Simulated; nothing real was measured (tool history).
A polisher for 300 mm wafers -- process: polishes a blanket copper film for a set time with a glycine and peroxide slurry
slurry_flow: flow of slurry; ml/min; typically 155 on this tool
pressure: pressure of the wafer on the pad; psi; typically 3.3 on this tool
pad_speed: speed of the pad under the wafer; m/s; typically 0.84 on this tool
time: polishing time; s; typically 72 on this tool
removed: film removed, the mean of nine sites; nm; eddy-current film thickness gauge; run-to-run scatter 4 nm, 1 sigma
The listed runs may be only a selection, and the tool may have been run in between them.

| run | hour | slurry_flow | pressure | pad_speed | time | incoming thickness of the incoming film, nm | removed |
|---|---|---|---|---|---|---|---|
| 1 | 0.0 | 125 | 3.3 | 0.84 | 72 | 1150.1 | 297.6 |
| 2 | 12.3 | 125 | 3.3 | 0.84 | 72 | 1149.2 | 305.2 |
| 3 | 61.6 | 155 | 3.3 | 0.84 | 87 | 1163.1 | 390.8 |
| 4 | 68.9 | 155 | 3.3 | 0.84 | 87 | 1174.1 | 384.6 |
| 5 | 79.8 | 155 | 4.1 | 0.98 | 72 | 1186.4 | 431.2 |
| 6 | 96.4 | 155 | 4.1 | 0.98 | 72 | 1164.8 | 435.5 |
| 7 | 106.8 | 155 | 4.1 | 0.98 | 72 | 1162.7 | 430.9 |
| 8 | 123.2 | 155 | 3.0 | 0.84 | 72 | 1168.4 | 289.8 |
| 9 | 130.9 | 155 | 4.2 | 0.84 | 72 | 1180.5 | 392.2 |
| 10 | 144.4 | 155 | 4.2 | 0.84 | 72 | 1180.3 | 385.0 |
| 11 | 151.6 | 155 | 3.9 | 0.84 | 72 | 1172.3 | 363.8 |
| 12 | 166.3 | 155 | 3.9 | 0.84 | 72 | 1156.0 | 373.1 |
| 13 | 174.7 | 155 | 3.3 | 0.84 | 72 | 1174.8 | 320.2 |
| 14 | 186.7 | 155 | 3.3 | 0.84 | 72 | 1170.5 | 321.0 |
| 15 | 195.0 | 155 | 3.3 | 0.84 | 72 | 1159.5 | 315.9 |
| 16 | 207.3 | 155 | 3.3 | 0.84 | 72 | 1185.9 | 319.3 |
| 17 | 221.5 | 155 | 3.3 | 0.84 | 72 | 1183.8 | 322.1 |
| 18 | 238.7 | 155 | 3.3 | 0.84 | 72 | 1172.4 | 316.5 |
| 19 | 245.3 | 130 | 3.3 | 0.84 | 53 | 1175.1 | 223.7 |
| 20 | 258.4 | 155 | 3.3 | 0.84 | 72 | 1173.3 | 319.2 |
| 21 | 273.3 | 155 | 3.3 | 0.84 | 55 | 1174.7 | 241.0 |
| 22 | 287.1 | 185 | 3.3 | 0.84 | 66 | 1185.0 | 300.5 |
| 23 | 299.1 | 205 | 2.5 | 0.84 | 72 | 1158.1 | 267.5 |
| 24 | 303.7 | 155 | 3.3 | 0.64 | 72 | 1173.2 | 251.1 |
| 25 | 318.0 | 155 | 3.3 | 0.84 | 72 | 1186.7 | 312.0 |
| 26 | 333.5 | 155 | 3.3 | 0.84 | 87 | 1171.6 | 387.2 |
| 27 | 347.9 | 155 | 3.3 | 0.84 | 82 | 1155.9 | 354.4 |
| 28 | 364.2 | 155 | 2.9 | 0.58 | 53 | 1181.1 | 158.4 |
| 29 | 373.1 | 125 | 3.3 | 0.72 | 72 | 1166.7 | 270.4 |
| 30 | 389.5 | 175 | 3.3 | 0.84 | 72 | 1175.5 | 318.7 |
| 31 | 402.9 | 200 | 2.2 | 0.96 | 72 | 1154.6 | 266.0 |
| 32 | 410.3 | 155 | 3.3 | 0.84 | 93 | 1185.0 | 410.8 |
| 33 | 420.7 | 155 | 3.3 | 0.84 | 94 | 1153.3 | 419.0 |
| 34 | 438.1 | 155 | 4.3 | 0.84 | 89 | 1159.6 | 482.6 |
| 35 | 455.3 | 155 | 3.3 | 0.84 | 72 | 1190.1 | 313.7 |
| 36 | 468.0 | 205 | 2.4 | 0.94 | 90 | 1174.6 | 344.9 |

Between the runs listed above, the log contained 7 entries, not reproduced here. Where in the sequence does each belong, and how does what the log doesn't record of the tool's condition differ from the listed run before to the listed run after?
Run 2 -> run 3: worn pad replaced by a new one (hour 24.6)
  no hidden state differs between the two runs
Run 7 -> run 8: worn pad replaced by a new one (hour 122.6)
  no hidden state differs between the two runs
Run 16 -> run 17: worn pad replaced by a new one (hour 213.5)
  no hidden state differs between the two runs
Run 19 -> run 20: slurry nozzle cleaned (hour 257.9)
  no hidden state differs between the two runs
Run 20 -> run 21: head pressure recalibrated (hour 260.6)
  no hidden state differs between the two runs
Run 22 -> run 23: worn pad replaced by a new one (hour 298.6)
  no hidden state differs between the two runs
Run 30 -> run 31: worn pad replaced by a new one (hour 402.4)
  no hidden state differs between the two runs

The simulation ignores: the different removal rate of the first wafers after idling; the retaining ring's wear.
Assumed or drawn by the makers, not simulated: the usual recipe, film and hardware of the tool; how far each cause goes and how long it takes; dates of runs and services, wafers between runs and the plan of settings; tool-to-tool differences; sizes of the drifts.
